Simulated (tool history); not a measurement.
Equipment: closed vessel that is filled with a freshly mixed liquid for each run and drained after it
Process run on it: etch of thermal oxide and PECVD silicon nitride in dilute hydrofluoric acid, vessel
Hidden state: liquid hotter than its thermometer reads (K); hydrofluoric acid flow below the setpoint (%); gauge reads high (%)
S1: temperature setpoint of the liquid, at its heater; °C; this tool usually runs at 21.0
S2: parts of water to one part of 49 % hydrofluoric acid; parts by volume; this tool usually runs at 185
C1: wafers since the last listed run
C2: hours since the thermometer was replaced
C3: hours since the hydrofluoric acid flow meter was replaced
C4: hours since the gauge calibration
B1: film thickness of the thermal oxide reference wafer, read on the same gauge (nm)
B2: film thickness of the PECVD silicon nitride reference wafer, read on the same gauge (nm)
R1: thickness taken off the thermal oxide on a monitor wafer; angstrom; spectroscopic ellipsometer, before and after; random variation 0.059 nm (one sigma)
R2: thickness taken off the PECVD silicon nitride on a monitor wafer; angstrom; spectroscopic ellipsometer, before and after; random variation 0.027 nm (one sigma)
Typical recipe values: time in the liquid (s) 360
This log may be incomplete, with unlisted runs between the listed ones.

run 1 hour=0.0 | S1=21.0 S2=185 time_in_the_liquid_(s)=360 | C1=0 C2=2353.8 C3=2041.5 C4=580.7 | B1=80.01 B2=49.999 | R1=71.3 R2=31.66
run 2 hour=192.3 | S1=21.0 S2=185 time_in_the_liquid_(s)=360 | C1=17137 C2=2546.1 C3=2233.8 C4=773.0 | B1=80.02 B2=49.966 | R1=72.2 R2=31.12
-- hour=208.1 hydrofluoric acid flow meter replaced
run 3 hour=307.7 | S1=21.0 S2=185 time_in_the_liquid_(s)=360 | C1=10194 C2=2661.5 C3=99.6 C4=888.4 | B1=79.99 B2=50.010 | R1=70.3 R2=31.26
run 4 hour=370.1 | S1=21.0 S2=145 time_in_the_liquid_(s)=360 | C1=5560 C2=2723.9 C3=162.0 C4=950.8 | B1=80.00 B2=49.980 | R1=92.4 R2=39.44
run 5 hour=418.6 | S1=21.0 S2=145 time_in_the_liquid_(s)=360 | C1=4322 C2=2772.4 C3=210.5 C4=999.3 | B1=80.03 B2=50.029 | R1=93.8 R2=40.06
run 6 hour=465.4 | S1=21.0 S2=145 time_in_the_liquid_(s)=360 | C1=4170 C2=2819.2 C3=257.3 C4=1046.1 | B1=80.02 B2=50.036 | R1=93.7 R2=39.64
-- hour=511.5 hydrofluoric acid flow meter replaced, repeated, since the last time left the tool worse
run 7 hour=520.8 | S1=21.0 S2=185 time_in_the_liquid_(s)=360 | C1=4847 C2=2874.6 C3=9.3 C4=1101.5 | B1=80.01 B2=50.001 | R1=73.2 R2=32.70
run 8 hour=587.4 | S1=21.0 S2=150 time_in_the_liquid_(s)=275 | C1=5935 C2=2941.2 C3=75.9 C4=1168.1 | B1=80.04 B2=50.012 | R1=72.0 R2=30.70
run 9 hour=638.6 | S1=22.5 S2=100 time_in_the_liquid_(s)=360 | C1=4562 C2=2992.4 C3=127.1 C4=1219.3 | B1=80.00 B2=50.028 | R1=161.3 R2=65.73
run 10 hour=665.7 | S1=25.5 S2=185 time_in_the_liquid_(s)=360 | C1=2415 C2=3019.5 C3=154.2 C4=1246.4 | B1=79.97 B2=50.011 | R1=88.0 R2=43.19
-- hour=724.3 gauge calibrated
run 11 hour=730.4 | S1=18.5 S2=185 time_in_the_liquid_(s)=360 | C1=5765 C2=3084.2 C3=218.9 C4=6.1 | B1=79.98 B2=49.997 | R1=68.0 R2=27.95
-- hour=739.3 thermometer replaced
run 12 hour=796.0 | S1=17.0 S2=185 time_in_the_liquid_(s)=360 | C1=5756 C2=56.7 C3=284.5 C4=71.7 | B1=80.00 B2=49.988 | R1=64.3 R2=24.59
run 13 hour=829.8 | S1=21.0 S2=185 time_in_the_liquid_(s)=360 | C1=3012 C2=90.5 C3=318.3 C4=105.5 | B1=79.99 B2=50.018 | R1=74.9 R2=32.27
run 14 hour=894.4 | S1=21.0 S2=140 time_in_the_liquid_(s)=545 | C1=5756 C2=155.1 C3=382.9 C4=170.1 | B1=79.99 B2=49.972 | R1=155.8 R2=64.89
run 15 hour=926.4 | S1=19.0 S2=185 time_in_the_liquid_(s)=360 | C1=2851 C2=187.1 C3=414.9 C4=202.1 | B1=80.01 B2=49.997 | R1=69.1 R2=28.43
run 16 hour=994.0 | S1=21.0 S2=125 time_in_the_liquid_(s)=535 | C1=6024 C2=254.7 C3=482.5 C4=269.7 | B1=80.00 B2=50.026 | R1=174.1 R2=71.19
run 17 hour=1057.0 | S1=21.0 S2=225 time_in_the_liquid_(s)=360 | C1=5614 C2=317.7 C3=545.5 C4=332.7 | B1=80.01 B2=50.035 | R1=57.9 R2=26.72
run 18 hour=1084.8 | S1=17.0 S2=185 time_in_the_liquid_(s)=250 | C1=2477 C2=345.5 C3=573.3 C4=360.5 | B1=79.99 B2=50.028 | R1=43.8 R2=17.23
run 19 hour=1149.3 | S1=21.0 S2=185 time_in_the_liquid_(s)=360 | C1=5748 C2=410.0 C3=637.8 C4=425.0 | B1=79.99 B2=50.008 | R1=74.3 R2=32.34
run 20 hour=1185.3 | S1=21.0 S2=185 time_in_the_liquid_(s)=360 | C1=3208 C2=446.0 C3=673.8 C4=461.0 | B1=80.00 B2=50.054 | R1=74.2 R2=32.02
run 21 hour=1215.2 | S1=18.5 S2=185 time_in_the_liquid_(s)=440 | C1=2664 C2=475.9 C3=703.7 C4=490.9 | B1=79.98 B2=49.969 | R1=82.1 R2=33.68
run 22 hour=1246.6 | S1=25.0 S2=255 time_in_the_liquid_(s)=360 | C1=2798 C2=507.3 C3=735.1 C4=522.3 | B1=79.99 B2=49.965 | R1=56.8 R2=30.17
run 23 hour=1271.2 | S1=21.0 S2=185 time_in_the_liquid_(s)=360 | C1=2192 C2=531.9 C3=759.7 C4=546.9 | B1=79.99 B2=49.999 | R1=74.3 R2=32.51
run 24 hour=1301.8 | S1=21.0 S2=100 time_in_the_liquid_(s)=360 | C1=2726 C2=562.5 C3=790.3 C4=577.5 | B1=80.01 B2=49.981 | R1=150.0 R2=58.79

Below are 5 alternative next runs, each starting from the tool's condition after run 24. Predict each:
run A hour=1302.5 | S1=21.0 S2=185 time_in_the_liquid_(s)=360 | C1=62 C2=563.2 C3=791.0 C4=578.2 | B1=? B2=? | R1=? R2=?
run B hour=1302.5 | S1=19.5 S2=185 time_in_the_liquid_(s)=360 | C1=62 C2=563.2 C3=791.0 C4=578.2 | B1=? B2=? | R1=? R2=?
run C hour=1302.5 | S1=21.0 S2=270 time_in_the_liquid_(s)=360 | C1=62 C2=563.2 C3=791.0 C4=578.2 | B1=? B2=? | R1=? R2=?
run D hour=1302.5 | S1=18.5 S2=255 time_in_the_liquid_(s)=285 | C1=62 C2=563.2 C3=791.0 C4=578.2 | B1=? B2=? | R1=? R2=?
run E hour=1302.5 | S1=21.0 S2=225 time_in_the_liquid_(s)=180 | C1=62 C2=563.2 C3=791.0 C4=578.2 | B1=? B2=? | R1=? R2=?

run=A B1=80.01 B2=49.946 R1=73.8 R2=31.84
run=B B1=80.01 B2=49.946 R1=69.6 R2=28.85
run=C B1=80.01 B2=49.946 R1=46.5 R2=22.02
run=D B1=80.01 B2=49.946 R1=36.0 R2=15.69
run=E B1=80.01 B2=49.946 R1=29.1 R2=13.15
The same runs, with their run-to-run variation unchanged, on a tool lacking any hidden condition would have given:
run=A R1=75.1 R2=32.28
run=B R1=70.8 R2=29.24
run=C R1=47.3 R2=22.33
run=D R1=36.6 R2=15.90
run=E R1=29.6 R2=13.33
